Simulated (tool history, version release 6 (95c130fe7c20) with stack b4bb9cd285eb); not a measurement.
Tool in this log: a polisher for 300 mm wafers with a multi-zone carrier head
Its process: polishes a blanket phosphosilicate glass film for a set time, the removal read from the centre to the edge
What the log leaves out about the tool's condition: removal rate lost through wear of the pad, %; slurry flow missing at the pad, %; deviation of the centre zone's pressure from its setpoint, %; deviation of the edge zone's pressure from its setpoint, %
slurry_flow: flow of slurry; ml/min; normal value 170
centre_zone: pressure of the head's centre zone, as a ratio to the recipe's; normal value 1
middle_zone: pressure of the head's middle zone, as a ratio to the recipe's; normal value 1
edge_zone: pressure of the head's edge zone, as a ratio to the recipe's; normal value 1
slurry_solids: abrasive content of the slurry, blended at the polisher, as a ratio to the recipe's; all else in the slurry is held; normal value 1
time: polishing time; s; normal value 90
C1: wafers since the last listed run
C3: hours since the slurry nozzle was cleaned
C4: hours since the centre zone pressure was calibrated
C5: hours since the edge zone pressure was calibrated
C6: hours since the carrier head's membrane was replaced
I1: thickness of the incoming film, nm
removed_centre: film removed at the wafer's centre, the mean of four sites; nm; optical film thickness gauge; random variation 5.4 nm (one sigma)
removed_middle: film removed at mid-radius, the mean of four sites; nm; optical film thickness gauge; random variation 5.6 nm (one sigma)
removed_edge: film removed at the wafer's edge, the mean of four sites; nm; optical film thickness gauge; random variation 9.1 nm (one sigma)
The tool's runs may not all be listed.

run 1 hour=0 | slurry_flow=170 centre_zone=1.08 middle_zone=1 edge_zone=1 slurry_solids=1 time=90 | C1=0 wafers_polished_on_this_pad=36 C3=431.2 C4=204 C5=853.5 C6=114.1 | I1=4213.1 | removed_centre=672.4 removed_middle=641 removed_edge=650.5
run 2 hour=18.9 | slurry_flow=170 centre_zone=1.08 middle_zone=1 edge_zone=1 slurry_solids=1 time=90 | C1=172 wafers_polished_on_this_pad=209 C3=450.1 C4=222.9 C5=872.4 C6=133 | I1=4249.2 | removed_centre=672.2 removed_middle=642.5 removed_edge=662.1
run 3 hour=126 | slurry_flow=170 centre_zone=1.08 middle_zone=1 edge_zone=1 slurry_solids=0.75 time=90 | C1=976 wafers_polished_on_this_pad=1186 C3=557.2 C4=330 C5=979.5 C6=240.1 | I1=4280.3 | removed_centre=578.3 removed_middle=558.9 removed_edge=569.7
run 4 hour=185.2 | slurry_flow=150 centre_zone=1 middle_zone=0.89 edge_zone=1 slurry_solids=0.9 time=110 | C1=539 wafers_polished_on_this_pad=1725 C3=616.4 C4=389.2 C5=1038.7 C6=299.3 | I1=4229.1 | removed_centre=714.7 removed_middle=668.3 removed_edge=774.3
-- hour=203.7 worn pad replaced by a new one, of another model than before
run 5 hour=218 | slurry_flow=170 centre_zone=1.05 middle_zone=1 edge_zone=0.93 slurry_solids=1 time=90 | C1=262 wafers_polished_on_this_pad=130 C3=649.2 C4=422 C5=1071.5 C6=332.1 | I1=4229.8 | removed_centre=640.9 removed_middle=635.8 removed_edge=629.1
run 6 hour=235.7 | slurry_flow=170 centre_zone=1 middle_zone=1 edge_zone=1 slurry_solids=1 time=90 | C1=161 wafers_polished_on_this_pad=292 C3=666.9 C4=439.7 C5=1089.2 C6=349.8 | I1=4286.5 | removed_centre=623.5 removed_middle=634.3 removed_edge=659.1
-- hour=252.3 slurry nozzle cleaned
run 7 hour=270.4 | slurry_flow=215 centre_zone=1 middle_zone=1 edge_zone=1 slurry_solids=1.25 time=109 | C1=307 wafers_polished_on_this_pad=599 C3=18.1 C4=474.4 C5=1123.9 C6=384.5 | I1=4280.6 | removed_centre=856.6 removed_middle=845.7 removed_edge=878.4
run 8 hour=295.5 | slurry_flow=170 centre_zone=1 middle_zone=1.12 edge_zone=1 slurry_solids=1 time=90 | C1=228 wafers_polished_on_this_pad=828 C3=43.2 C4=499.5 C5=1149 C6=409.6 | I1=4228 | removed_centre=621.6 removed_middle=695.7 removed_edge=652.5
run 9 hour=310.5 | slurry_flow=170 centre_zone=1 middle_zone=1 edge_zone=1.12 slurry_solids=1 time=90 | C1=136 wafers_polished_on_this_pad=965 C3=58.2 C4=514.5 C5=1164 C6=424.6 | I1=4202.3 | removed_centre=618.8 removed_middle=641.6 removed_edge=673.7
-- hour=316.3 edge zone pressure recalibrated
run 10 hour=394.4 | slurry_flow=170 centre_zone=1.08 middle_zone=1 edge_zone=1 slurry_solids=1 time=90 | C1=746 wafers_polished_on_this_pad=1712 C3=142.1 C4=598.4 C5=78.1 C6=508.5 | I1=4287.7 | removed_centre=650.2 removed_middle=644.3 removed_edge=646.1
-- hour=415.2 centre zone pressure recalibrated
run 11 hour=418.1 | slurry_flow=170 centre_zone=1 middle_zone=1 edge_zone=1 slurry_solids=1 time=90 | C1=197 wafers_polished_on_this_pad=1910 C3=165.8 C4=2.9 C5=101.8 C6=532.2 | I1=4172 | removed_centre=656.1 removed_middle=636.2 removed_edge=649.9
-- hour=449 worn pad replaced by a new one
run 12 hour=449.5 | slurry_flow=220 centre_zone=1 middle_zone=1 edge_zone=1 slurry_solids=1 time=90 | C1=249 wafers_polished_on_this_pad=4 C3=197.2 C4=34.3 C5=133.2 C6=563.6 | I1=4319.4 | removed_centre=678.4 removed_middle=653.3 removed_edge=660.6
run 13 hour=464.9 | slurry_flow=225 centre_zone=1 middle_zone=1.1 edge_zone=0.91 slurry_solids=1 time=67 | C1=140 wafers_polished_on_this_pad=144 C3=212.6 C4=49.7 C5=148.6 C6=579 | I1=4222.6 | removed_centre=499.3 removed_middle=524.4 removed_edge=466.8
run 14 hour=498.8 | slurry_flow=170 centre_zone=1 middle_zone=1 edge_zone=1 slurry_solids=1 time=59 | C1=309 wafers_polished_on_this_pad=453 C3=246.5 C4=83.6 C5=182.5 C6=612.9 | I1=4203.8 | removed_centre=421.6 removed_middle=422.4 removed_edge=428.1
run 15 hour=533.3 | slurry_flow=130 centre_zone=1 middle_zone=1 edge_zone=1 slurry_solids=1 time=80 | C1=314 wafers_polished_on_this_pad=768 C3=281 C4=118.1 C5=217 C6=647.4 | I1=4228.5 | removed_centre=565.4 removed_middle=556.8 removed_edge=554.4
run 16 hour=568.4 | slurry_flow=170 centre_zone=1 middle_zone=0.88 edge_zone=1 slurry_solids=1 time=80 | C1=320 wafers_polished_on_this_pad=1088 C3=316.1 C4=153.2 C5=252.1 C6=682.5 | I1=4284.2 | removed_centre=575.5 removed_middle=501.8 removed_edge=562.9
run 17 hour=582.1 | slurry_flow=170 centre_zone=1.06 middle_zone=1 edge_zone=1 slurry_solids=1.25 time=82 | C1=124 wafers_polished_on_this_pad=1213 C3=329.8 C4=166.9 C5=265.8 C6=696.2 | I1=4189.9 | removed_centre=665.7 removed_middle=637.6 removed_edge=639.6
run 18 hour=599 | slurry_flow=170 centre_zone=1 middle_zone=1 edge_zone=1 slurry_solids=1 time=90 | C1=154 wafers_polished_on_this_pad=1367 C3=346.7 C4=183.8 C5=282.7 C6=713.1 | I1=4253.6 | removed_centre=645.3 removed_middle=636.8 removed_edge=652.5
run 19 hour=615.5 | slurry_flow=170 centre_zone=1 middle_zone=1 edge_zone=1 slurry_solids=1 time=90 | C1=150 wafers_polished_on_this_pad=1518 C3=363.2 C4=200.3 C5=299.2 C6=729.6 | I1=4223.1 | removed_centre=637.6 removed_middle=626.5 removed_edge=647
run 20 hour=629.4 | slurry_flow=225 centre_zone=1 middle_zone=1 edge_zone=0.96 slurry_solids=0.75 time=90 | C1=126 wafers_polished_on_this_pad=1645 C3=377.1 C4=214.2 C5=313.1 C6=743.5 | I1=4169.1 | removed_centre=575.3 removed_middle=572.7 removed_edge=569.9
run 21 hour=648.2 | slurry_flow=170 centre_zone=1 middle_zone=0.89 edge_zone=0.94 slurry_solids=1 time=90 | C1=171 wafers_polished_on_this_pad=1816 C3=395.9 C4=233 C5=331.9 C6=762.3 | I1=4272.2 | removed_centre=644.8 removed_middle=576.8 removed_edge=615.1

State the hidden condition of the tool at each of the runs:
removal rate lost through wear of the pad, %: 0 in every run
slurry flow missing at the pad, %: 0 in every run
deviation of the edge zone's pressure from its setpoint, %: 0 in every run
H1: deviation of the centre zone's pressure from its setpoint, %
run=1 H1=-4.29
run=2 H1=-4.55
run=3 H1=-6.02
run=4 H1=-6.83
run=5 H1=-7.28
run=6 H1=-7.52
run=7 H1=-8
run=8 H1=-8.34
run=9 H1=-8.55
run=10 H1=-9.7
run=11 H1=0.567
run=12 H1=0.136
run=13 H1=-0.0747
run=14 H1=-0.54
run=15 H1=-1.01
run=16 H1=-1.49
run=17 H1=-1.68
run=18 H1=-1.91
run=19 H1=-2.14
run=20 H1=-2.33
run=21 H1=-2.59

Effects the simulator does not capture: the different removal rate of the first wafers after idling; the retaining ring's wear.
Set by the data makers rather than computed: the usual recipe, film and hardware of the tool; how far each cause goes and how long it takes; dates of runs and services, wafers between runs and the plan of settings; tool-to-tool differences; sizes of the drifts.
